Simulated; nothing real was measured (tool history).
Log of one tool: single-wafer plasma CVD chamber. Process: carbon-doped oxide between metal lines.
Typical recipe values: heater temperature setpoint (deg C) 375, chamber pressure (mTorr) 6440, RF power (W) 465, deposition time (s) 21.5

| run | hour | heater temperature setpoint (deg C) | chamber pressure (mTorr) | RF power (W) | deposition time (s) | wafers since the last listed run | hours since the last thermocouple change | hours since the last RF generator calibration | hours since the last manometer calibration | hours since the showerhead was replaced | hours since the gauge calibration | read-back reference wafer on the same gauge, thickness_nm | mean film thickness on the monitor wafer (nm) |
|---|---|---|---|---|---|---|---|---|---|---|---|---|---|
| 1 | 0 | 375 | 6440 | 535 | 21.5 | 0 | 1148.8 | 809.8 | 3098.6 | 7208.3 | 159.7 | 106.005 | 104.471 |
| 2 | 23.5 | 375 | 6440 | 535 | 21.5 | 447 | 1172.3 | 833.3 | 3122.1 | 7231.8 | 183.2 | 106.06 | 103.795 |
| 3 | 57.6 | 375 | 6440 | 535 | 21.5 | 648 | 1206.4 | 867.4 | 3156.2 | 7265.9 | 217.3 | 106.113 | 103.22 |
| 4 | 87 | 369 | 5900 | 465 | 21.5 | 559 | 1235.8 | 896.8 | 3185.6 | 7295.3 | 246.7 | 106.086 | 95.005 |
|  | 145.6 | capacitance manometer re-zeroed and calibrated |
| 5 | 183.3 | 369 | 5900 | 465 | 21.5 | 1679 | 1332.1 | 993.1 | 37.7 | 7391.6 | 343 | 105.984 | 94.032 |
| 6 | 195.4 | 375 | 6440 | 465 | 24.8 | 230 | 1344.2 | 1005.2 | 49.8 | 7403.7 | 355.1 | 106.074 | 107.67 |
| 7 | 220.6 | 375 | 6440 | 500 | 21.5 | 479 | 1369.4 | 1030.4 | 75 | 7428.9 | 380.3 | 105.993 | 98.648 |
| 8 | 313.6 | 375 | 6440 | 500 | 21.5 | 1769 | 1462.4 | 1123.4 | 168 | 7521.9 | 473.3 | 106.026 | 97.376 |
| 9 | 342.1 | 375 | 6440 | 465 | 21.5 | 542 | 1490.9 | 1151.9 | 196.5 | 7550.4 | 501.8 | 106.035 | 92.484 |
| 10 | 355.5 | 375 | 6440 | 465 | 21.5 | 254 | 1504.3 | 1165.3 | 209.9 | 7563.8 | 515.2 | 106.042 | 92.35 |
| 11 | 380.3 | 361 | 5770 | 465 | 21.5 | 471 | 1529.1 | 1190.1 | 234.7 | 7588.6 | 540 | 106.01 | 94.332 |
| 12 | 397.7 | 389 | 6440 | 375 | 21.5 | 331 | 1546.5 | 1207.5 | 252.1 | 7606 | 557.4 | 105.952 | 74.644 |
| 13 | 430.9 | 375 | 6440 | 465 | 21.5 | 631 | 1579.7 | 1240.7 | 285.3 | 7639.2 | 590.6 | 105.925 | 91.062 |
| 14 | 443.9 | 375 | 6440 | 465 | 21.5 | 247 | 1592.7 | 1253.7 | 298.3 | 7652.2 | 603.6 | 106.025 | 91.139 |
|  | 453.7 | gauge calibrated |
|  | 476.9 | RF generator calibrated |
| 15 | 477.4 | 375 | 6440 | 465 | 21.5 | 485 | 1626.2 | 0.5 | 331.8 | 7685.7 | 23.7 | 106.089 | 96.549 |
|  | 526 | showerhead replaced |
|  | 568.5 | thermocouple changed; heater temperature recalibrated |
| 16 | 574.5 | 369 | 8000 | 465 | 21.5 | 1542 | 6 | 97.6 | 428.9 | 48.5 | 120.8 | 105.947 | 100.014 |
| 17 | 598.1 | 375 | 6440 | 465 | 25.1 | 448 | 29.6 | 121.2 | 452.5 | 72.1 | 144.4 | 105.999 | 112.302 |
| 18 | 614.7 | 375 | 7780 | 465 | 23.2 | 315 | 46.2 | 137.8 | 469.1 | 88.7 | 161 | 105.999 | 105.088 |
| 19 | 634.2 | 368 | 7150 | 400 | 17.4 | 370 | 65.7 | 157.3 | 488.6 | 108.2 | 180.5 | 106.024 | 71.537 |
| 20 | 657.5 | 375 | 5490 | 465 | 25.1 | 443 | 89 | 180.6 | 511.9 | 131.5 | 203.8 | 106.043 | 110.093 |
| 21 | 692.3 | 375 | 6440 | 465 | 21.5 | 662 | 123.8 | 215.4 | 546.7 | 166.3 | 238.6 | 106.016 | 96.534 |
| 22 | 717.8 | 375 | 6440 | 465 | 21.5 | 485 | 149.3 | 240.9 | 572.2 | 191.8 | 264.1 | 106.052 | 96.735 |
| 23 | 733.8 | 375 | 6440 | 465 | 21.5 | 304 | 165.3 | 256.9 | 588.2 | 207.8 | 280.1 | 105.971 | 95.738 |
| 24 | 753.5 | 375 | 6440 | 465 | 18.7 | 374 | 185 | 276.6 | 607.9 | 227.5 | 299.8 | 106.023 | 84.456 |
| 25 | 787.7 | 375 | 5090 | 465 | 21.5 | 650 | 219.2 | 310.8 | 642.1 | 261.7 | 334 | 106.01 | 94.987 |
| 26 | 799.8 | 375 | 6950 | 500 | 21.5 | 230 | 231.3 | 322.9 | 654.2 | 273.8 | 346.1 | 106.037 | 101.257 |
| 27 | 819.4 | 375 | 7750 | 465 | 23.7 | 372 | 250.9 | 342.5 | 673.8 | 293.4 | 365.7 | 106.09 | 107.164 |

The logged runs with the hidden state left out (each run's random variation unchanged):
The tool's hidden condition here consists of: wafer temperature above the value expected at the setpoint (K); delivered RF power above the setpoint (%); true pressure above the setpoint (%); gauge reads high (%).
| run | mean film thickness on the monitor wafer (nm) |
|---|---|
| 1 | 106.9 |
| 2 | 106.348 |
| 3 | 105.968 |
| 4 | 97.975 |
| 5 | 97.688 |
| 6 | 111.967 |
| 7 | 102.424 |
| 8 | 101.826 |
| 9 | 97.435 |
| 10 | 97.418 |
| 11 | 99.752 |
| 12 | 79.439 |
| 13 | 96.79 |
| 14 | 97.005 |
| 15 | 97.082 |
| 16 | 100.599 |
| 17 | 112.978 |
| 18 | 105.736 |
| 19 | 72.064 |
| 20 | 110.823 |
| 21 | 97.219 |
| 22 | 97.459 |
| 23 | 96.481 |
| 24 | 85.142 |
| 25 | 95.823 |
| 26 | 102.17 |
| 27 | 108.183 |
